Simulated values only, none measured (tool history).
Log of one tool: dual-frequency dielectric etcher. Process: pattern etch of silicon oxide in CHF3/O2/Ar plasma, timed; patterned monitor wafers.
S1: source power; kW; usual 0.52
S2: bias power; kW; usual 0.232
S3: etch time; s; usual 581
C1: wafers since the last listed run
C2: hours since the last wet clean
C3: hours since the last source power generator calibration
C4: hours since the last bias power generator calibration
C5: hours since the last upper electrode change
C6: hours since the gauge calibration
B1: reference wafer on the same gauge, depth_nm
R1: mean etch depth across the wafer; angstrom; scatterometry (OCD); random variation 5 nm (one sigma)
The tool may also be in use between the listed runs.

run 1 day=0 | S1=0.52 S2=0.232 S3=581 | C1=0 C2=245.8 C3=3258.1 C4=511.9 C5=3465.6 C6=1679.2 | B1=1156.1 | R1=11979
run 2 day=4.112 | S1=0.52 S2=0.232 S3=581 | C1=194 C2=344.5 C3=3356.8 C4=610.6 C5=3564.3 C6=1777.9 | B1=1155.9 | R1=11987
run 3 day=7.35 | S1=0.61 S2=0.232 S3=533.5 | C1=153 C2=422.2 C3=3434.5 C4=688.3 C5=3642 C6=1855.6 | B1=1155 | R1=11822
-- day=9.562 wet clean of the chamber
run 4 day=9.583 | S1=0.61 S2=0.232 S3=533.5 | C1=58 C2=0.5 C3=3488.1 C4=741.9 C5=3695.6 C6=1909.2 | B1=1155.7 | R1=11852
run 5 day=20.025 | S1=0.52 S2=0.254 S3=581 | C1=493 C2=251.1 C3=3738.7 C4=992.5 C5=3946.2 C6=2159.8 | B1=1157.8 | R1=12365
run 6 day=24.242 | S1=0.52 S2=0.254 S3=581 | C1=199 C2=352.3 C3=3839.9 C4=1093.7 C5=4047.4 C6=2261 | B1=1157 | R1=12332
run 7 day=27.171 | S1=0.52 S2=0.232 S3=581 | C1=138 C2=422.6 C3=3910.2 C4=1164 C5=4117.7 C6=2331.3 | B1=1158.6 | R1=11976
run 8 day=29.521 | S1=0.52 S2=0.232 S3=581 | C1=111 C2=479 C3=3966.6 C4=1220.4 C5=4174.1 C6=2387.7 | B1=1155.8 | R1=12060
-- day=32.85 gauge calibrated
run 9 day=33.196 | S1=0.52 S2=0.232 S3=581 | C1=173 C2=567.2 C3=4054.8 C4=1308.6 C5=4262.3 C6=8.3 | B1=1106.1 | R1=11439
-- day=34.275 wet clean of the chamber
run 10 day=35.396 | S1=0.52 S2=0.232 S3=581 | C1=56 C2=26.9 C3=4107.6 C4=1361.4 C5=4315.1 C6=61.1 | B1=1109.3 | R1=11467
run 11 day=37.483 | S1=0.52 S2=0.232 S3=581 | C1=98 C2=77 C3=4157.7 C4=1411.5 C5=4365.2 C6=111.2 | B1=1112.8 | R1=11508
run 12 day=39.883 | S1=0.4 S2=0.232 S3=525 | C1=113 C2=134.6 C3=4215.3 C4=1469.1 C5=4422.8 C6=168.8 | B1=1113.8 | R1=9390
run 13 day=42.225 | S1=0.52 S2=0.232 S3=581 | C1=110 C2=190.8 C3=4271.5 C4=1525.3 C5=4479 C6=225 | B1=1116.5 | R1=11654
run 14 day=46.517 | S1=0.52 S2=0.232 S3=581 | C1=202 C2=293.8 C3=4374.5 C4=1628.3 C5=4582 C6=328 | B1=1119.6 | R1=11657
-- day=49.396 upper electrode replaced
run 15 day=49.458 | S1=0.45 S2=0.272 S3=581 | C1=91 C2=364.4 C3=4445.1 C4=1698.9 C5=1.5 C6=398.6 | B1=1122.8 | R1=11455
-- day=51.925 bias power generator calibrated
run 16 day=52.588 | S1=0.63 S2=0.207 S3=477 | C1=140 C2=439.5 C3=4520.2 C4=15.9 C5=76.6 C6=473.7 | B1=1125.8 | R1=10037
run 17 day=55.617 | S1=0.44 S2=0.232 S3=513 | C1=143 C2=512.2 C3=4592.9 C4=88.6 C5=149.3 C6=546.4 | B1=1129.4 | R1=9619
run 18 day=57.388 | S1=0.52 S2=0.232 S3=641 | C1=83 C2=554.7 C3=4635.4 C4=131.1 C5=191.8 C6=588.9 | B1=1129.4 | R1=12903
-- day=58.658 source power generator calibrated
-- day=58.933 wet clean of the chamber
run 19 day=60.112 | S1=0.52 S2=0.232 S3=581 | C1=107 C2=28.3 C3=34.9 C4=196.5 C5=257.2 C6=654.3 | B1=1129.6 | R1=11722
run 20 day=63.333 | S1=0.52 S2=0.232 S3=479.5 | C1=152 C2=105.6 C3=112.2 C4=273.8 C5=334.5 C6=731.6 | B1=1133.1 | R1=9722
run 21 day=65.821 | S1=0.46 S2=0.187 S3=514.5 | C1=117 C2=165.3 C3=171.9 C4=333.5 C5=394.2 C6=791.3 | B1=1135.9 | R1=9255
run 22 day=68.842 | S1=0.45 S2=0.272 S3=433 | C1=142 C2=237.8 C3=244.4 C4=406 C5=466.7 C6=863.8 | B1=1136.1 | R1=8678
run 23 day=71.475 | S1=0.45 S2=0.182 S3=632.5 | C1=124 C2=301 C3=307.6 C4=469.2 C5=529.9 C6=927 | B1=1138.7 | R1=11154
run 24 day=75.442 | S1=0.52 S2=0.232 S3=581 | C1=187 C2=396.2 C3=402.8 C4=564.4 C5=625.1 C6=1022.2 | B1=1138.3 | R1=11870
run 25 day=76.942 | S1=0.42 S2=0.277 S3=476 | C1=70 C2=432.2 C3=438.8 C4=600.4 C5=661.1 C6=1058.2 | B1=1139.8 | R1=9420
run 26 day=78.879 | S1=0.59 S2=0.199 S3=581 | C1=91 C2=478.7 C3=485.3 C4=646.9 C5=707.6 C6=1104.7 | B1=1140.1 | R1=11904
run 27 day=81.633 | S1=0.52 S2=0.279 S3=581 | C1=130 C2=544.8 C3=551.4 C4=713 C5=773.7 C6=1170.8 | B1=1140.2 | R1=12401
-- day=84.325 wet clean of the chamber
run 28 day=84.346 | S1=0.55 S2=0.283 S3=749 | C1=80 C2=0.5 C3=616.5 C4=778.1 C5=838.8 C6=1235.9 | B1=1139.6 | R1=16589
run 29 day=85.162 | S1=0.52 S2=0.232 S3=581 | C1=38 C2=20.1 C3=636.1 C4=797.7 C5=858.4 C6=1255.5 | B1=1142 | R1=11853

4 ways to go on from here, each from the tool as it stands after run 29. What would each give?
run A day=85.188 | S1=0.52 S2=0.232 S3=581 | C1=1 C2=20.7 C3=636.7 C4=798.3 C5=859 C6=1256.1 | B1=? | R1=?
run B day=85.188 | S1=0.41 S2=0.232 S3=746.5 | C1=1 C2=20.7 C3=636.7 C4=798.3 C5=859 C6=1256.1 | B1=? | R1=?
run C day=85.188 | S1=0.41 S2=0.19 S3=581 | C1=1 C2=20.7 C3=636.7 C4=798.3 C5=859 C6=1256.1 | B1=? | R1=?
run D day=85.188 | S1=0.64 S2=0.194 S3=581 | C1=1 C2=20.7 C3=636.7 C4=798.3 C5=859 C6=1256.1 | B1=? | R1=?

run=A B1=1142.7 R1=11823
run=B B1=1142.7 R1=13727
run=C B1=1142.7 R1=10061
run=D B1=1142.7 R1=12235
Without the tool's hidden state the same runs would have given:
run=A R1=11497
run=B R1=13348
run=C R1=9783
run=D R1=11897

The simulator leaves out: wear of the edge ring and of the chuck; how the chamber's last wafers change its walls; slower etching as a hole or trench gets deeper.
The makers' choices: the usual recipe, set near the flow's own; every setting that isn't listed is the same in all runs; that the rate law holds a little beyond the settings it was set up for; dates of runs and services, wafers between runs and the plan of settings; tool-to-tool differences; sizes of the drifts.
